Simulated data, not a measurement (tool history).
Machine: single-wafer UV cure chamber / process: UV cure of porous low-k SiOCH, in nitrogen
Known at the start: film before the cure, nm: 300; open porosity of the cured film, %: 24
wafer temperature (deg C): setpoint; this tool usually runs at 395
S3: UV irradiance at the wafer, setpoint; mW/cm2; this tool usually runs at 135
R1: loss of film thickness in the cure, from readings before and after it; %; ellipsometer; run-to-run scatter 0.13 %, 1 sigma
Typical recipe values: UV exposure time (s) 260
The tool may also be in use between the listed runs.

Run 1, hour 0: usual settings but S3 126 mW/cm2. Result: R1 12.702 %.
Run 2, hour 46.3: usual settings. Result: R1 12.904 %.
Run 3, hour 97.7: usual settings. Result: R1 12.883 %.
At hour 166: quartz window cleaned.
Run 4, hour 166.5: usual settings. Result: R1 12.492 %.
Run 5, hour 250.2: usual settings. Result: R1 12.497 %.
Run 6, hour 346.5: usual settings. Result: R1 12.121 %.
At hour 365.5: UV bulbs replaced.
Run 7, hour 389.4: usual settings. Result: R1 13.987 %.
Run 8, hour 465.3: usual settings. Result: R1 14.27 %.
Run 9, hour 502.9: usual settings but wafer temperature (deg C) 415. Result: R1 14.334 %.
Run 10, hour 546: usual settings but wafer temperature (deg C) 408, UV exposure time (s) 305, S3 154 mW/cm2. Result: R1 15.771 %.
Run 11, hour 598.4: usual settings but wafer temperature (deg C) 377, UV exposure time (s) 145, S3 162 mW/cm2. Result: R1 11.826 %.
At hour 650: quartz window cleaned.
Run 12, hour 694: usual settings. Result: R1 14.248 %.
Run 13, hour 767.5: usual settings but wafer temperature (deg C) 408, S3 163 mW/cm2. Result: R1 15.048 %.
Run 14, hour 825.9: usual settings but wafer temperature (deg C) 407, UV exposure time (s) 325, S3 112 mW/cm2. Result: R1 14.414 %.

4 ways to go on from here, each from the tool as it stands after run 14. What would each give?
Run A, hour 826.4: usual settings but wafer temperature (deg C) 380. Result: R1 ?.
Run B, hour 826.4: usual settings but wafer temperature (deg C) 411. Result: R1 ?.
Run C, hour 826.4: usual settings but wafer temperature (deg C) 377. Result: R1 ?.
Run D, hour 826.4: usual settings but wafer temperature (deg C) 384, UV exposure time (s) 215. Result: R1 ?.

run      R1
  A  13.566
  B  14.144
  C  13.508
  D  12.744
Without the tool's hidden state the same runs would have given:
run      R1
  A  13.965
  B  14.546
  C  13.906
  D  13.137

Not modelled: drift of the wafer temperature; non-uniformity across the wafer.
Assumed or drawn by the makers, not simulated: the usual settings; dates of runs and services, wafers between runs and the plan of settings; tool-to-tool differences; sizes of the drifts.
